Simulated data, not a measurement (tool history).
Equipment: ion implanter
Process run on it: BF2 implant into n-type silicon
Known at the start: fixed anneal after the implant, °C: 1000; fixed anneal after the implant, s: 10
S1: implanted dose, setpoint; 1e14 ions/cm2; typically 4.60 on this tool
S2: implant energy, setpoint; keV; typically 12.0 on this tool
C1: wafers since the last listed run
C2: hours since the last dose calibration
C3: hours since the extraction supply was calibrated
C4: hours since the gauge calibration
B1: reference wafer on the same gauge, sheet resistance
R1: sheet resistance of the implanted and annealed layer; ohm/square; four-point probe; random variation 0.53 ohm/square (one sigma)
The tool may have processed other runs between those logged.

run,hour,S1,S2,C1,C2,C3,C4,B1,R1
1,0.0,4.60,12.0,0,1269.5,2331.0,269.1,301.98,358.25
2,29.8,4.60,12.0,578,1299.3,2360.8,298.9,301.94,358.08
3,61.2,4.60,12.0,609,1330.7,2392.2,330.3,301.98,359.65
4,88.0,4.60,12.0,520,1357.5,2419.0,357.1,302.03,358.58
5,100.3,4.60,12.0,238,1369.8,2431.3,369.4,301.98,359.28
6,127.5,4.60,12.0,528,1397.0,2458.5,396.6,302.08,359.22
7,154.0,4.60,9.0,514,1423.5,2485.0,423.1,301.89,398.16
8,169.7,4.60,9.0,304,1439.2,2500.7,438.8,301.96,397.76
9,195.3,4.60,12.0,497,1464.8,2526.3,464.4,302.11,359.11
10,214.4,4.03,9.5,370,1483.9,2545.4,483.5,302.03,417.32
11,239.8,4.03,9.5,493,1509.3,2570.8,508.9,301.99,417.85
12,299.6,4.90,12.0,1161,1569.1,2630.6,568.7,301.97,349.31
13,320.2,4.90,12.0,399,1589.7,2651.2,589.3,302.00,348.15
14,349.5,5.62,10.0,568,1619.0,2680.5,618.6,302.03,350.31
# hour 360.8: extraction supply calibrated
15,380.1,4.16,9.5,438,1649.6,19.3,649.2,302.05,410.54
16,414.2,4.09,14.5,662,1683.7,53.4,683.3,302.13,362.63
17,435.4,3.38,12.0,411,1704.9,74.6,704.5,301.93,429.13
18,447.4,4.60,15.0,232,1716.9,86.6,716.5,302.04,334.87
19,460.3,4.60,10.5,250,1729.8,99.5,729.4,301.93,376.95
# hour 476.7: gauge calibrated
# hour 531.7: Faraday cup replaced and dose calibrated
20,553.2,4.60,12.0,1648,21.5,192.4,76.5,301.89,350.24
21,574.0,4.60,12.0,403,42.3,213.2,97.3,302.08,350.58
22,599.9,4.60,12.0,502,68.2,239.1,123.2,301.93,350.12
23,626.4,5.08,12.0,514,94.7,265.6,149.7,302.06,336.37

Estimate the outcome of run 24 from the log above:
24,646.5,4.60,12.0,390,114.8,285.7,169.8,?,?

Run 24 measured B1 301.96, R1 350.88 ohm/square.
With the hidden condition absent and the run-to-run variation left alone, this run would have shown R1 350.26 ohm/square.
